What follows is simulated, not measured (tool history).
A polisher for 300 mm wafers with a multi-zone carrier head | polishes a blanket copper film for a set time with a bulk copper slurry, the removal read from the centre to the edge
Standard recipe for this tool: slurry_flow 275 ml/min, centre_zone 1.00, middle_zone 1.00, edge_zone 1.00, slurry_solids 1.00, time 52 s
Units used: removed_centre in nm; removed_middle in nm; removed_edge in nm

run   hour  slurry_flow  centre_zone  middle_zone  edge_zone  slurry_solids  time  incoming thickness of the incoming film, nm  removed_centre  removed_middle  removed_edge
  1    0.0          275         1.00         1.00       1.00           1.00    52                                       4430.8           307.8           335.1         324.1
  2   17.2          275         1.00         1.00       1.00           1.00    52                                       4527.4           306.9           326.7         325.0
  3   32.3          275         1.12         1.00       0.96           1.30    52                                       4495.2           371.7           355.4         346.9
      37.9  -- slurry nozzle cleaned
  4   46.3          275         1.00         1.00       1.07           1.00    52                                       4442.1           299.1           321.7         320.9
  5   64.7          205         1.00         0.89       1.00           1.00    52                                       4486.9           294.6           282.5         308.3
      78.2  -- worn pad replaced by a new one
      80.9  -- centre zone pressure recalibrated
  6   97.5          275         0.92         1.00       0.88           1.00    52                                       4436.6           306.2           341.9         315.0
  7  155.7          275         1.04         1.08       1.00           1.00    52                                       4527.7           339.3           354.0         329.2
  8  182.1          275         1.00         1.00       1.00           1.00    52                                       4522.5           334.4           339.0         328.2
  9  198.0          225         1.00         1.00       1.00           1.00    38                                       4474.4           233.6           238.5         236.9
 10  229.0          275         1.00         1.00       1.00           1.15    52                                       4442.2           339.2           341.7         337.2
 11  244.1          275         1.00         0.93       1.00           1.00    52                                       4550.1           321.0           306.8         316.4
     257.1  -- carrier head's membrane replaced by a new one
     263.5  -- worn pad replaced by a new one
     264.2  -- slurry nozzle cleaned
     276.5  -- edge zone pressure recalibrated
 12  278.1          200         1.00         0.91       1.00           1.00    52                                       4491.8           313.9           302.4         319.6
 13  298.7          275         1.00         1.00       1.00           1.00    52                                       4441.9           325.3           333.3         327.1
 14  313.9          275         1.00         1.00       1.00           1.00    68                                       4514.9           426.0           440.3         429.7
 15  346.4          275         1.00         0.93       1.05           1.00    52                                       4481.1           317.9           318.1         337.9
 16  361.2          335         1.10         1.00       1.00           1.00    65                                       4459.5           455.0           417.6         407.1
 17  393.3          320         1.00         1.00       1.00           1.00    52                                       4436.5           324.8           338.0         335.5
 18  423.2          275         1.06         1.00       1.00           0.85    52                                       4478.9           316.5           308.4         301.6
 19  441.2          250         1.00         1.00       0.92           1.00    52                                       4514.3           305.1           320.8         302.1
 20  455.7          275         1.07         1.00       1.00           1.25    52                                       4407.6           366.9           345.7         343.2
     468.1  -- worn pad replaced by a new one
     472.8  -- slurry nozzle cleaned
 21  480.2          275         0.92         1.10       1.07           1.00    61                                       4546.0           348.9           429.8         399.1
 22  503.8          275         1.00         1.00       1.00           1.00    52                                       4586.8           327.9           333.3         331.6

Measured result minus the same run's result without the hidden state. Both carry the same run-to-run variation, though not necessarily the same gauge scatter:
The hidden state here: removal rate lost through wear of the pad, %; slurry flow missing at the pad, %; deviation of the centre zone's pressure from its setpoint, %; deviation of the edge zone's pressure from its setpoint, %.
run  removed_centre  removed_middle  removed_edge
  1           -26.3            -7.5          -7.3
  2           -28.1            -8.9          -8.9
  3           -36.0           -11.5         -11.3
  4           -31.0           -12.2         -12.2
  5           -33.2           -12.8         -14.0
  6            -3.8            -0.2          -0.3
  7            -6.9            -2.3          -2.2
  8            -8.9            -4.0          -3.8
  9            -7.2            -3.7          -3.7
 10           -14.0            -8.4          -8.3
 11           -15.2            -9.2          -9.5
 12            -8.6            -2.8          -3.0
 13            -9.6            -3.4          -3.4
 14           -13.4            -5.2          -5.1
 15           -11.9            -5.1          -5.5
 16           -18.6            -8.0          -7.8
 17           -16.3            -9.2          -9.1
 18           -19.3           -11.3         -11.1
 19           -21.0           -13.9         -13.2
 20           -27.7           -17.1         -17.1
 21            -9.4            -0.4          -0.4
 22            -9.4            -0.7          -0.7

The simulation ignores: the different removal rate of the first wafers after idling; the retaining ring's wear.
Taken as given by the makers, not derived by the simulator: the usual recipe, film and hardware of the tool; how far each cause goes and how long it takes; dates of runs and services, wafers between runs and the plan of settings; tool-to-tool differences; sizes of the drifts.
